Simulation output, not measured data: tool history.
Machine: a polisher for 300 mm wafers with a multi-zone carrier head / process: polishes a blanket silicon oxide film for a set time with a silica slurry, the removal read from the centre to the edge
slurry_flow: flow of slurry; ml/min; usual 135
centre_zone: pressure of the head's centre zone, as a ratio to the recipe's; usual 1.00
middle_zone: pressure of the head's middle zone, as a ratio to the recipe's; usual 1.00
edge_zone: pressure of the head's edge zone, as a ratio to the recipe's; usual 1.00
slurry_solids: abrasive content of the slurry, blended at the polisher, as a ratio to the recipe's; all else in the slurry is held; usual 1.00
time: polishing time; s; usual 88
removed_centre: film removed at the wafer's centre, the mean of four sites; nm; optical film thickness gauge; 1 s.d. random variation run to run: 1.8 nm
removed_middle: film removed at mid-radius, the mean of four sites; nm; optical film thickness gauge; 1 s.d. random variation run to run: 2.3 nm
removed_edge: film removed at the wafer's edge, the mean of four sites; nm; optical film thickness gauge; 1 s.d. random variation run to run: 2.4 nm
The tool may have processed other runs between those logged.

run	hour	slurry_flow	centre_zone	middle_zone	edge_zone	slurry_solids	time	incoming thickness of the incoming film, nm	removed_centre	removed_middle	removed_edge
1	0.0	135	1.00	1.00	1.00	1.00	88	1798.3	273.7	273.6	277.7
# hour 25.1: slurry nozzle cleaned
2	49.0	160	1.00	1.00	1.00	1.00	88	1810.2	300.4	294.1	294.4
# hour 92.9: worn pad replaced by a new one
3	107.5	135	1.00	1.00	1.00	1.00	88	1809.6	288.7	283.8	289.3
# hour 142.5: carrier head's membrane replaced by a new one
4	157.0	155	1.00	1.00	0.93	1.00	88	1802.3	297.4	288.4	285.2
5	197.1	135	1.00	1.00	1.00	1.00	88	1797.4	287.2	283.1	283.4
6	301.5	135	1.00	1.00	1.11	1.00	88	1832.8	282.5	281.7	301.7
7	353.4	155	1.00	1.09	1.00	1.00	73	1847.6	243.0	259.4	239.9
8	420.2	135	1.00	1.00	0.94	1.00	88	1826.1	285.8	277.6	275.1
9	472.3	115	1.00	1.00	1.00	1.15	119	1805.9	375.9	383.1	394.4
# hour 526.7: centre zone pressure recalibrated
10	545.2	115	1.00	0.94	1.00	0.75	88	1837.3	235.5	220.9	244.3
11	591.8	135	1.00	1.00	1.00	1.00	88	1843.3	275.7	277.6	281.9
12	661.6	135	1.00	1.00	1.00	1.00	102	1816.9	312.8	313.2	324.8
# hour 671.1: slurry nozzle cleaned
# hour 693.1: worn pad replaced by a new one
13	743.1	135	1.00	1.00	1.00	1.00	88	1815.9	289.5	287.8	289.1
# hour 817.0: edge zone pressure recalibrated
14	836.9	135	1.00	1.00	1.00	1.00	88	1802.6	285.0	282.6	290.3
15	931.8	135	1.00	1.00	1.09	1.00	88	1803.3	284.8	279.7	298.5
16	994.2	115	1.00	1.00	1.00	0.85	88	1810.9	253.5	253.7	259.5
17	1047.5	135	1.00	1.00	1.00	1.00	77	1826.5	245.8	244.4	250.8
18	1141.4	100	1.00	1.00	0.96	1.20	88	1787.4	268.8	265.4	279.6
# hour 1220.3: slurry nozzle cleaned
19	1237.5	135	1.10	1.00	1.00	1.00	59	1807.2	208.6	193.3	196.2
20	1316.5	135	1.00	1.00	1.00	1.00	88	1843.2	285.9	284.5	284.5
# hour 1367.8: centre zone pressure recalibrated
21	1382.9	115	1.09	1.00	0.92	1.15	88	1814.1	307.4	291.1	283.7
# hour 1399.4: worn pad replaced by a new one
22	1521.1	135	1.00	1.12	1.00	0.70	88	1782.9	245.3	271.9	250.1

Forecast each of these 3 alternatives for the next run:
A	1521.6	170	1.00	1.00	1.00	1.00	88	1826.7	?	?	?
B	1521.6	135	1.00	1.00	0.89	0.70	88	1826.7	?	?	?
C	1521.6	135	1.00	0.94	1.00	1.00	88	1826.7	?	?	?

run	removed_centre	removed_middle	removed_edge
A	298.4	296.3	296.0
B	243.1	243.1	233.3
C	281.9	267.7	285.9
Without the tool's unlogged condition, the same runs would have read:
run	removed_centre	removed_middle	removed_edge
A	301.9	299.5	298.3
B	246.8	246.3	235.5
C	286.2	271.3	288.6

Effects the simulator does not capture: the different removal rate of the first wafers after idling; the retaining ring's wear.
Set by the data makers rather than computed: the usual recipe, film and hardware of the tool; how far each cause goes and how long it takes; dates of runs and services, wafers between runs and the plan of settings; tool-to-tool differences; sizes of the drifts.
